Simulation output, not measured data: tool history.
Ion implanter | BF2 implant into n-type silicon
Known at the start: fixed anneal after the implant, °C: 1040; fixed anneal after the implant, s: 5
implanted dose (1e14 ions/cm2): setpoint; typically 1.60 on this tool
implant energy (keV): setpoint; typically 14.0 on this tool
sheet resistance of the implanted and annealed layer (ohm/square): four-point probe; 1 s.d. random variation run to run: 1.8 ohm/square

run,hour,implanted dose (1e14 ions/cm2),implant energy (keV),"read-back reference wafer on the same gauge, sheet resistance",sheet resistance of the implanted and annealed layer (ohm/square)
1,0.0,1.60,14.0,768.80,741.76
2,37.5,1.60,14.0,767.82,743.80
3,89.6,1.60,14.0,768.33,745.23
4,168.1,1.60,14.0,768.48,744.17
5,204.5,1.60,14.0,768.41,744.16
6,255.9,1.60,17.5,767.41,724.05
7,343.2,1.60,17.5,767.26,721.35
# hour 357.3: Faraday cup replaced and dose calibrated
8,425.7,1.60,12.0,767.94,754.65
# hour 442.8: gauge calibrated
9,532.0,1.93,9.5,768.00,663.41
10,614.7,1.74,11.0,767.69,710.91
11,662.1,1.60,14.0,767.56,740.41
# hour 684.8: extraction supply calibrated
12,748.0,1.60,14.0,768.31,742.06
13,822.7,1.79,11.5,768.32,690.08
14,899.2,1.39,17.5,767.03,815.40
15,986.4,1.35,15.5,767.83,850.37
16,1033.3,1.27,14.0,767.57,917.60

Alternative continuations, all from the tool just after run 16; predict every row:
A,1033.7,1.31,14.0,?,?
B,1033.7,1.34,12.5,?,?
C,1033.7,1.44,14.0,?,?
D,1033.7,1.44,18.0,?,?

run,"read-back reference wafer on the same gauge, sheet resistance",sheet resistance of the implanted and annealed layer (ohm/square)
A,767.76,883.75
B,767.76,880.77
C,767.76,813.43
D,767.76,785.00
Without the tool's unlogged condition, the same runs would have read:
run,sheet resistance of the implanted and annealed layer (ohm/square)
A,871.32
B,868.23
C,801.91
D,774.18
